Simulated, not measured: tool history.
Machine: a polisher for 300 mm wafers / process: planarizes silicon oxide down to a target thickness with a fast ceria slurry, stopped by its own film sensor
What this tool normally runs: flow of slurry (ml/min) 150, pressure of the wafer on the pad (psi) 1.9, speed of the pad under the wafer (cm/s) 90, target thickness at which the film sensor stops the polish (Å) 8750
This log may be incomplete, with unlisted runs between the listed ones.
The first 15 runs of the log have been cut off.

run    hour  flow of slurry (ml/min)  pressure of the wafer on the pad (psi)  speed of the pad under the wafer (cm/s)  target thickness at which the film sensor stops the polish (Å)  incoming thickness of the incoming film, nm  time until the film sensor stopped the polish (s)
     1238.9  -- worn pad replaced by a new one
 16  1276.8                      125                                     2.4                                      102                                                            6410                                       1631.1                                               78.6
 17  1376.2                      110                                     2.3                                       72                                                           10400                                       1615.4                                               70.5
     1400.3  -- head pressure recalibrated
 18  1457.5                      150                                     2.1                                      110                                                            8750                                       1627.9                                               58.2
 19  1520.3                      150                                     1.9                                       90                                                            8750                                       1650.4                                               81.3
 20  1576.9                      180                                     1.3                                       78                                                            8750                                       1647.4                                              135.6
 21  1616.2                      180                                     1.9                                       90                                                            8750                                       1655.9                                               83.9
 22  1682.7                      120                                     1.6                                       80                                                            9740                                       1637.9                                               99.5
     1733.7  -- slurry nozzle cleaned
 23  1750.9                      135                                     1.9                                       80                                                            8750                                       1606.9                                               84.6
 24  1830.2                      175                                     1.6                                       90                                                            8750                                       1639.5                                               91.4
 25  1885.4                      180                                     1.3                                       74                                                           10090                                       1664.6                                              117.9
     1925.9  -- worn pad replaced by a new one
 26  2195.3                      170                                     1.9                                       90                                                            8750                                       1642.1                                               84.7
 27  2297.8                      150                                     1.6                                       90                                                            6390                                       1644.7                                              135.0
 28  2339.8                      150                                     2.4                                       90                                                            6490                                       1632.1                                               91.7
 29  2431.5                      150                                     1.9                                       90                                                            8750                                       1644.5                                               85.9
     2441.9  -- slurry nozzle cleaned
 30  2512.4                      150                                     1.9                                       90                                                            8750                                       1655.3                                               84.4
     2571.4  -- head pressure recalibrated
 31  2571.9                      150                                     1.9                                       90                                                            8750                                       1639.4                                               74.2
 32  2618.3                      175                                     2.5                                      104                                                           10880                                       1632.6                                               33.8
     2640.0  -- worn pad replaced by a new one
 33  2691.9                      195                                     2.5                                      102                                                           10150                                       1616.1                                               38.8
 34  2786.1                      135                                     2.3                                       90                                                           11120                                       1662.0                                               47.5
 35  2881.1                      150                                     1.2                                       60                                                           10150                                       1666.9                                              161.0

Below are 5 alternative next runs, each starting from the tool's condition after run 35. Predict each:
  A  2881.5                      110                                     1.9                                       90                                                            8750                                       1666.9                                                  ?
  B  2881.5                      175                                     1.9                                       90                                                            8750                                       1666.9                                                  ?
  C  2881.5                      195                                     1.2                                       90                                                            8750                                       1666.9                                                  ?
  D  2881.5                      175                                     2.5                                      108                                                            8750                                       1666.9                                                  ?
  E  2881.5                      150                                     1.5                                      102                                                            8750                                       1666.9                                                  ?

run  time until the film sensor stopped the polish (s)
  A                                               86.8
  B                                               79.4
  C                                              123.5
  D                                               50.3
  E                                               91.2
Without the tool's hidden state the same runs would have given:
run  time until the film sensor stopped the polish (s)
  A                                               78.7
  B                                               73.8
  C                                              115.3
  D                                               46.7
  E                                               84.1
